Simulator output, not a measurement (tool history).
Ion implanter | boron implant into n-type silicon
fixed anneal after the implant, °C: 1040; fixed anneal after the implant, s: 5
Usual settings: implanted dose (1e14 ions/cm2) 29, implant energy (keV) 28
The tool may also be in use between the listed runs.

run     day  implanted dose (1e14 ions/cm2)  implant energy (keV)  read-back reference wafer on the same gauge, sheet resistance  sheet resistance of the implanted and annealed layer (ohm/square)
  1       0                              29                    28                                                          54.89                                                               50.8
          2  -- gauge calibrated
  2   4.188                              29                    28                                                          54.87                                                               50.6
  3   7.367                              29                    28                                                           54.8                                                              50.82
  4   9.983                              29                    28                                                          54.86                                                              50.56
  5  12.917                              29                    28                                                          54.74                                                              50.81
  6  16.496                              29                    28                                                          54.73                                                              50.68
  7  19.733                              29                    28                                                          54.91                                                              50.92
  8  23.375                            34.5                    28                                                           54.8                                                              47.27
  9  25.938                              29                    28                                                          54.85                                                              50.68
 10  29.775                              29                    28                                                           54.8                                                              50.88
 11  33.208                              29                    28                                                          54.74                                                              51.79
 12  37.171                              29                    28                                                          54.87                                                              51.68
 13  39.529                              29                    28                                                          54.94                                                               51.7
     40.346  -- Faraday cup replaced and dose calibrated
 14  43.625                           26.97                    28                                                          54.82                                                              52.25
 15  45.512                           26.01                    32                                                          54.85                                                              52.14
 16  49.246                           35.01                    33                                                          54.81                                                              44.31
 17  51.346                              29                    28                                                          54.87                                                              50.89
 18  54.021                              29                    28                                                           54.7                                                              50.64
     54.433  -- extraction supply calibrated
 19  56.725                           32.57                  31.5                                                          54.78                                                              46.53
 20   59.55                           26.01                    32                                                           54.8                                                              52.17
     62.246  -- gauge calibrated
 21  62.492                              29                    24                                                           54.8                                                              53.53
 22  64.012                           32.22                    22                                                          54.93                                                              53.07
 23  66.308                           24.46                    22                                                          54.88                                                              59.64
 24  69.575                           36.72                  24.5                                                          54.91                                                              49.13
 25  73.512                           37.19                  33.5                                                          54.76                                                              43.22
 26  76.238                            26.7                    31                                                          54.82                                                              52.15
 27   80.05                           31.38                    24                                                           54.7                                                              52.75
 28  82.471                              29                    28                                                          54.74                                                              51.56
 29  86.458                           23.25                    37                                                          54.72                                                              56.29

5 ways to go on from here, each from the tool as it stands after run 29. What would each give?
  A  86.475                              29                    28                                                              ?                                                                  ?
  B  86.475                           34.32                    22                                                              ?                                                                  ?
  C  86.475                            20.5                    18                                                              ?                                                                  ?
  D  86.475                            31.4                  34.5                                                              ?                                                                  ?
  E  86.475                            35.5                    28                                                              ?                                                                  ?

run  read-back reference wafer on the same gauge, sheet resistance  sheet resistance of the implanted and annealed layer (ohm/square)
  A                                                          54.89                                                              51.36
  B                                                          54.89                                                              52.41
  C                                                          54.89                                                              69.61
  D                                                          54.89                                                              46.54
  E                                                          54.89                                                              47.04
Without the tool's hidden state the same runs would have given:
run  sheet resistance of the implanted and annealed layer (ohm/square)
  A                                                              50.35
  B                                                              51.82
  C                                                              68.21
  D                                                              45.57
  E                                                              46.38

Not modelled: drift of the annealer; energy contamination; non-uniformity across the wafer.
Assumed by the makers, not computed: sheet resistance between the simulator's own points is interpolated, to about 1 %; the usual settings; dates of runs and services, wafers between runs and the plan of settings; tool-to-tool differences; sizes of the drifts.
